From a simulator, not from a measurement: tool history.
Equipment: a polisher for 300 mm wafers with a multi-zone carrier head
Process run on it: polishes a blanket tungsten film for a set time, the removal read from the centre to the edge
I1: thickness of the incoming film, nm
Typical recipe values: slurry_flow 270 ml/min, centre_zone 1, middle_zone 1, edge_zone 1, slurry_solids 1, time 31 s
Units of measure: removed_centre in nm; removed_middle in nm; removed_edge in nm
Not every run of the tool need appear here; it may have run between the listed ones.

Run 1, day 0: usual settings but slurry_flow 220 ml/min, centre_zone 0.97; I1 1438.2. Result: removed_centre 67.5 nm, removed_middle 70.2 nm, removed_edge 72.6 nm.
Run 2, day 0.354: usual settings; I1 1418. Result: removed_centre 71.8 nm, removed_middle 72.1 nm, removed_edge 72.7 nm.
Run 3, day 0.629: usual settings; I1 1433.7. Result: removed_centre 70.4 nm, removed_middle 71.9 nm, removed_edge 74.1 nm.
Run 4, day 1.271: usual settings but centre_zone 0.95, edge_zone 1.08; I1 1429.1. Result: removed_centre 65.5 nm, removed_middle 71.3 nm, removed_edge 78.2 nm.
Run 5, day 1.571: usual settings; I1 1413. Result: removed_centre 69.1 nm, removed_middle 71.7 nm, removed_edge 72.6 nm.
At day 1.754: slurry nozzle cleaned.
Run 6, day 2.096: usual settings but centre_zone 1.1; I1 1428.6. Result: removed_centre 84.7 nm, removed_middle 75.3 nm, removed_edge 76.3 nm.
At day 2.812: worn pad replaced by a new one.
At day 2.842: carrier head's membrane replaced by a new one.
Run 7, day 4.342: usual settings but middle_zone 1.04, edge_zone 1.05, time 25 s; I1 1393.7. Result: removed_centre 61.3 nm, removed_middle 63 nm, removed_edge 62.4 nm.
At day 4.529: centre zone pressure recalibrated.
Run 8, day 4.975: usual settings but slurry_flow 220 ml/min, centre_zone 0.97; I1 1413.8. Result: removed_centre 72 nm, removed_middle 73.4 nm, removed_edge 74.2 nm.
Run 9, day 5.662: usual settings but slurry_flow 345 ml/min, slurry_solids 0.8; I1 1424.8. Result: removed_centre 75.8 nm, removed_middle 73.6 nm, removed_edge 74.4 nm.
Run 10, day 6.2: usual settings but centre_zone 1.08, edge_zone 0.96, slurry_solids 0.75, time 36 s; I1 1421.5. Result: removed_centre 91.4 nm, removed_middle 82.1 nm, removed_edge 81.9 nm.
Run 11, day 6.783: usual settings but centre_zone 1.07, middle_zone 1.04, edge_zone 0.89, slurry_solids 0.7; I1 1432.1. Result: removed_centre 75.7 nm, removed_middle 71.9 nm, removed_edge 68.1 nm.
Run 12, day 7.45: usual settings but slurry_solids 0.8; I1 1431.4. Result: removed_centre 72.3 nm, removed_middle 71.6 nm, removed_edge 74.9 nm.
At day 7.892: worn pad replaced by a new one.
Run 13, day 7.912: usual settings but slurry_solids 1.2; I1 1439. Result: removed_centre 79.4 nm, removed_middle 79.2 nm, removed_edge 79.2 nm.
Run 14, day 8.479: usual settings but edge_zone 1.05; I1 1427.5. Result: removed_centre 76.3 nm, removed_middle 76.1 nm, removed_edge 77.6 nm.
Run 15, day 9.146: usual settings but slurry_flow 240 ml/min, slurry_solids 1.1; I1 1412.8. Result: removed_centre 76.5 nm, removed_middle 76.2 nm, removed_edge 78 nm.
Run 16, day 9.538: usual settings but middle_zone 1.04, time 25 s; I1 1414.2. Result: removed_centre 59.2 nm, removed_middle 63.4 nm, removed_edge 62.1 nm.
Run 17, day 9.992: usual settings but centre_zone 0.92, slurry_solids 1.25; I1 1431. Result: removed_centre 74.3 nm, removed_middle 78.1 nm, removed_edge 79.7 nm.
Run 18, day 10.296: usual settings but middle_zone 1.07; I1 1418.7. Result: removed_centre 74.4 nm, removed_middle 79.7 nm, removed_edge 76.8 nm.
Run 19, day 10.958: usual settings but slurry_flow 310 ml/min, edge_zone 0.95; I1 1441.8. Result: removed_centre 75.8 nm, removed_middle 75.7 nm, removed_edge 75.2 nm.
Run 20, day 11.425: usual settings but centre_zone 0.95, time 23 s; I1 1448.9. Result: removed_centre 51.7 nm, removed_middle 55.5 nm, removed_edge 56.8 nm.
Run 21, day 12.142: usual settings; I1 1426.6. Result: removed_centre 73.6 nm, removed_middle 74.5 nm, removed_edge 75.7 nm.
Run 22, day 12.721: usual settings but centre_zone 0.92, middle_zone 0.96; I1 1415.7. Result: removed_centre 67.2 nm, removed_middle 71.5 nm, removed_edge 75.8 nm.

4 ways to go on from here, each from the tool as it stands after run 22. What would each give?
Run A, day 12.738: usual settings; I1 1426.4. Result: removed_centre ?, removed_middle ?, removed_edge ?.
Run B, day 12.738: usual settings but centre_zone 0.94, middle_zone 0.91, edge_zone 1.06; I1 1426.4. Result: removed_centre ?, removed_middle ?, removed_edge ?.
Run C, day 12.738: usual settings but centre_zone 0.92, middle_zone 1.04, slurry_solids 0.85; I1 1426.4. Result: removed_centre ?, removed_middle ?, removed_edge ?.
Run D, day 12.738: usual settings but centre_zone 1.09; I1 1426.4. Result: removed_centre ?, removed_middle ?, removed_edge ?.

run  removed_centre  removed_middle  removed_edge
  A              73            73.6          77.4
  B            68.6              68          79.7
  C            64.9            73.5          74.7
  D            79.6            73.6          77.4
With the hidden condition removed and each run's random variation left untouched, the same runs would have given:
run  removed_centre  removed_middle  removed_edge
  A            75.2            75.6          78.9
  B            70.6            69.9          81.3
  C            66.8            75.5          76.2
  D            82.1            75.6          78.9

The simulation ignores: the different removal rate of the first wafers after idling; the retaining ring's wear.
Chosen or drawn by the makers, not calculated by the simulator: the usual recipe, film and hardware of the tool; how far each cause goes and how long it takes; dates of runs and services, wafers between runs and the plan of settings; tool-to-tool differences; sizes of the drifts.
